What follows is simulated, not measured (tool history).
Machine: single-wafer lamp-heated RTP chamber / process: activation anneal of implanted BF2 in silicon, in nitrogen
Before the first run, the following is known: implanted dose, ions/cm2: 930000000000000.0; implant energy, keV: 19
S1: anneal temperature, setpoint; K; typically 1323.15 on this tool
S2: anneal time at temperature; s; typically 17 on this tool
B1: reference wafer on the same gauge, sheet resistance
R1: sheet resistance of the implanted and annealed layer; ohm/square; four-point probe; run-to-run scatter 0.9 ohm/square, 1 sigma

Run 1, hour 0.0: usual settings; B1 152.69. Result: R1 157.62 ohm/square.
Run 2, hour 22.5: usual settings; B1 153.27. Result: R1 158.37 ohm/square.
Run 3, hour 55.5: usual settings; B1 152.95. Result: R1 158.40 ohm/square.
Run 4, hour 70.0: usual settings; B1 152.67. Result: R1 157.68 ohm/square.
Run 5, hour 93.8: usual settings but S2 14 s; B1 152.97. Result: R1 161.69 ohm/square.
Run 6, hour 123.8: usual settings but S1 1341.15 K, S2 24 s; B1 152.91. Result: R1 142.62 ohm/square.
Run 7, hour 157.7: usual settings; B1 153.06. Result: R1 157.60 ohm/square.
Run 8, hour 177.5: usual settings; B1 153.01. Result: R1 159.11 ohm/square.
Run 9, hour 196.5: usual settings; B1 152.94. Result: R1 160.01 ohm/square.
Run 10, hour 232.0: usual settings but S2 12 s; B1 152.92. Result: R1 163.78 ohm/square.
Run 11, hour 248.7: usual settings but S2 12 s; B1 153.38. Result: R1 162.98 ohm/square.
Run 12, hour 277.9: usual settings but S2 12 s; B1 152.91. Result: R1 163.65 ohm/square.
Run 13, hour 304.2: usual settings; B1 153.09. Result: R1 157.67 ohm/square.
Run 14, hour 319.6: usual settings; B1 153.22. Result: R1 158.01 ohm/square.
Run 15, hour 340.7: usual settings; B1 152.78. Result: R1 158.48 ohm/square.
Run 16, hour 363.7: usual settings; B1 152.88. Result: R1 157.08 ohm/square.
Run 17, hour 395.9: usual settings but S2 22 s; B1 152.76. Result: R1 153.75 ohm/square.
Run 18, hour 430.9: usual settings but S1 1347.15 K, S2 12 s; B1 153.24. Result: R1 151.81 ohm/square.
Run 19, hour 449.4: usual settings but S1 1312.15 K, S2 23 s; B1 152.62. Result: R1 158.86 ohm/square.
Run 20, hour 484.7: usual settings but S1 1295.15 K, S2 11 s; B1 152.99. Result: R1 190.31 ohm/square.
Run 21, hour 563.8: usual settings but S1 1308.15 K, S2 7 s; B1 153.49. Result: R1 188.62 ohm/square.
Run 22, hour 576.8: usual settings; B1 153.09. Result: R1 157.94 ohm/square.
Run 23, hour 603.0: usual settings but S2 20 s; B1 152.95. Result: R1 156.19 ohm/square.
Run 24, hour 620.7: usual settings but S2 23 s; B1 152.95. Result: R1 154.12 ohm/square.
Run 25, hour 641.9: usual settings but S1 1352.15 K, S2 21 s; B1 153.01. Result: R1 140.25 ohm/square.
Run 26, hour 658.5: usual settings; B1 152.83. Result: R1 158.47 ohm/square.
Run 27, hour 685.7: usual settings; B1 152.92. Result: R1 158.17 ohm/square.
Run 28, hour 719.6: usual settings but S2 21 s; B1 153.39. Result: R1 156.70 ohm/square.
Run 29, hour 755.2: usual settings but S1 1299.15 K, S2 13 s; B1 152.81. Result: R1 182.08 ohm/square.
Run 30, hour 774.5: usual settings but S1 1343.15 K, S2 23 s; B1 153.19. Result: R1 142.10 ohm/square.
Run 31, hour 786.9: usual settings but S1 1306.15 K; B1 153.24. Result: R1 168.61 ohm/square.
Run 32, hour 831.0: usual settings but S1 1333.15 K, S2 12 s; B1 153.05. Result: R1 158.81 ohm/square.
Run 33, hour 856.9: usual settings; B1 153.19. Result: R1 155.87 ohm/square.
Run 34, hour 870.3: usual settings; B1 153.52. Result: R1 159.14 ohm/square.

The log once held 5 entries between its listed runs, left out of this copy. Where does each go, and what is different about the tool's unlogged condition between the listed run before it and the listed run after it?
Between runs 1 and 2: pyrometer window cleaned and pyrometer calibrated (hour 5.9)
  the hidden state is the same at both runs
Between runs 12 and 13: pyrometer window cleaned and pyrometer calibrated (hour 297.8)
  the hidden state is the same at both runs
Between runs 16 and 17: gauge calibrated (hour 365.8)
  the hidden state is the same at both runs
Between runs 19 and 20: reflector plate cleaned (hour 459.3)
  the hidden state is the same at both runs
Between runs 23 and 24: pyrometer window cleaned and pyrometer calibrated (hour 620.2)
  the hidden state is the same at both runs

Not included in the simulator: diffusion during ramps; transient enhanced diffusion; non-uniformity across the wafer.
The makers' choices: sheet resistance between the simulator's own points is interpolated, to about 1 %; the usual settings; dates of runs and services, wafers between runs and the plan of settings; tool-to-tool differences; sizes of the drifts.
